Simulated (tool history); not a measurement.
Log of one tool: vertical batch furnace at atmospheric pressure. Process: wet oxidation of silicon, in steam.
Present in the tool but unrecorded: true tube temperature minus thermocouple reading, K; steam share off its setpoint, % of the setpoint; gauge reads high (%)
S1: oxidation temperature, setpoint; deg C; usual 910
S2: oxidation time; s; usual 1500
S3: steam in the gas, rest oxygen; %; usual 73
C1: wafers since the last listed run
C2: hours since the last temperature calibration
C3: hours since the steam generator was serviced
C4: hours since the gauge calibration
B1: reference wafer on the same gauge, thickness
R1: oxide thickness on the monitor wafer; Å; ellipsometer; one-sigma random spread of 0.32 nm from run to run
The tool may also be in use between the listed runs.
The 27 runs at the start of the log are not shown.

run     day   S1    S2  S3    C1     C2      C3      C4     B1      R1
     53.975  -- thermocouples replaced and temperature profile calibrated
 28  54.617  888  1500  73   757   15.4   754.9     751  99.83   655.4
 29  56.962  910  2160  73   928   71.7   811.2   807.3  99.87  1235.6
 30  59.425  910  1500  84   975  130.8   870.3   866.4  99.87  1009.3
 31  62.229  891  1890  67  1110  198.1   937.6   933.7  99.83   784.2
 32  65.088  910  1500  73  1131  266.7  1006.2  1002.3  99.81   899.7
 33  67.738  910  1500  73  1049  330.3  1069.8  1065.9  99.73   895.3
 34  70.112  926  1290  79   940  387.3  1126.8  1122.9   99.8  1010.5
 35  71.896  910  1500  73   706  430.1  1169.6  1165.7  99.84   894.6
 36  74.708  910  1500  70  1113  497.6  1237.1  1233.2  99.84   863.5
 37  75.917  895  1020  81   478  526.6  1266.1  1262.2  99.85   564.6
 38  77.188  928   930  68   503  557.1  1296.6  1292.7  99.87   684.4

Alternative continuations, all from the tool just after run 38; predict every row:
  A  77.383  910   840  73  77  561.8  1301.3  1297.4   ?   ?
  B  77.383  910  1050  82  77  561.8  1301.3  1297.4   ?   ?
  C  77.383  926  1500  73  77  561.8  1301.3  1297.4   ?   ?
  D  77.383  925  1500  63  77  561.8  1301.3  1297.4   ?   ?

run     B1      R1
  A  99.83   531.9
  B  99.83   724.8
  C  99.83  1079.7
  D  99.83     941
With no hidden state in the tool, these same runs would have given:
run      R1
  A   530.9
  B   723.7
  C  1079.9
  D     941
